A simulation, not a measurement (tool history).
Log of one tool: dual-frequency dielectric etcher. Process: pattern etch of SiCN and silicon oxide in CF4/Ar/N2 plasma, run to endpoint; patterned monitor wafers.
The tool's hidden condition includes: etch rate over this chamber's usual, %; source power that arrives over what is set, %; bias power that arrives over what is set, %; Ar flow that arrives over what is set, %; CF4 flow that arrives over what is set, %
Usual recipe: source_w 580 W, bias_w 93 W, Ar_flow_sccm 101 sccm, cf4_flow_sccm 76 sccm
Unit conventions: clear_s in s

| run | hour | source_w | bias_w | Ar_flow_sccm | cf4_flow_sccm | wafers since the last listed run | hours since the last wet clean | hours since the last source power generator calibration | hours since the last bias power generator calibration | hours since the last Ar flow controller change | hours since the last CF4 flow controller change | hours since the last upper electrode change | incoming incoming film thickness, nm | clear_s |
|---|---|---|---|---|---|---|---|---|---|---|---|---|---|---|
| 1 | 0 | 580 | 93 | 101 | 76 | 0 | 121.1 | 1990.7 | 3303.3 | 3662.7 | 2874.7 | 3150.1 | 13.04 | 10.9 |
| 2 | 92.8 | 580 | 93 | 101 | 76 | 1262 | 213.9 | 2083.5 | 3396.1 | 3755.5 | 2967.5 | 3242.9 | 13.15 | 10.9 |
| 3 | 162.9 | 580 | 93 | 101 | 76 | 953 | 284 | 2153.6 | 3466.2 | 3825.6 | 3037.6 | 3313 | 13.11 | 10.9 |
| 4 | 208.6 | 520 | 93 | 101 | 76 | 621 | 329.7 | 2199.3 | 3511.9 | 3871.3 | 3083.3 | 3358.7 | 13.09 | 12.2 |
| 5 | 253 | 520 | 93 | 101 | 76 | 603 | 374.1 | 2243.7 | 3556.3 | 3915.7 | 3127.7 | 3403.1 | 13.05 | 12 |
| 6 | 328.1 | 580 | 93 | 101 | 76 | 1021 | 449.2 | 2318.8 | 3631.4 | 3990.8 | 3202.8 | 3478.2 | 13.12 | 10.8 |
| 7 | 411.2 | 580 | 93 | 101 | 76 | 1130 | 532.3 | 2401.9 | 3714.5 | 4073.9 | 3285.9 | 3561.3 | 13.19 | 10.9 |
|  | 480.5 | wet clean of the chamber |
|  | 607.5 | upper electrode replaced |
| 8 | 632.8 | 580 | 93 | 101 | 66 | 2360 | 152.3 | 2623.5 | 3936.1 | 4295.5 | 3507.5 | 25.3 | 13.09 | 11.2 |
| 9 | 696.8 | 580 | 86 | 111 | 76 | 870 | 216.3 | 2687.5 | 4000.1 | 4359.5 | 3571.5 | 89.3 | 13.3 | 11.4 |
| 10 | 802.6 | 580 | 86 | 111 | 76 | 1438 | 322.1 | 2793.3 | 4105.9 | 4465.3 | 3677.3 | 195.1 | 13.08 | 11.2 |
| 11 | 902 | 580 | 93 | 101 | 76 | 1351 | 421.5 | 2892.7 | 4205.3 | 4564.7 | 3776.7 | 294.5 | 13.13 | 11 |
| 12 | 969.6 | 580 | 93 | 101 | 76 | 919 | 489.1 | 2960.3 | 4272.9 | 4632.3 | 3844.3 | 362.1 | 13.04 | 10.8 |
|  | 1084.2 | wet clean of the chamber |
| 13 | 1084.7 | 620 | 104 | 77 | 65 | 1238 | 0.5 | 3075.4 | 4388 | 4747.4 | 3959.4 | 477.2 | 13.11 | 9.7 |
|  | 1098.3 | Ar flow controller replaced |
| 14 | 1138.6 | 680 | 93 | 78 | 85 | 651 | 54.4 | 3129.3 | 4441.9 | 40.3 | 4013.3 | 531.1 | 13 | 8.8 |
| 15 | 1196.8 | 580 | 93 | 101 | 76 | 791 | 112.6 | 3187.5 | 4500.1 | 98.5 | 4071.5 | 589.3 | 12.95 | 10.9 |
|  | 1291.7 | CF4 flow controller replaced |
| 16 | 1331 | 520 | 104 | 92 | 76 | 1743 | 246.8 | 3321.7 | 4634.3 | 232.7 | 39.3 | 723.5 | 13.09 | 11.5 |
|  | 1384.1 | bias power generator calibrated |
| 17 | 1435.8 | 580 | 99 | 101 | 76 | 1370 | 351.6 | 3426.5 | 51.7 | 337.5 | 144.1 | 828.3 | 13.04 | 10.7 |
|  | 1496 | source power generator calibrated |
| 18 | 1515.5 | 510 | 83 | 77 | 85 | 1029 | 431.3 | 19.5 | 131.4 | 417.2 | 223.8 | 908 | 13.31 | 12.2 |

Run 19, settings as shown, results not yet in. Your forecast:
|  | 1542.6 | wet clean of the chamber |
| 19 | 1556.9 | 580 | 82 | 101 | 94 | 236 | 14.3 | 60.9 | 172.8 | 458.6 | 265.2 | 949.4 | 13.3 | ? |

clear_s: 11.1 s
With no hidden state in the tool, this same run would have given clear_s 11.1 s.
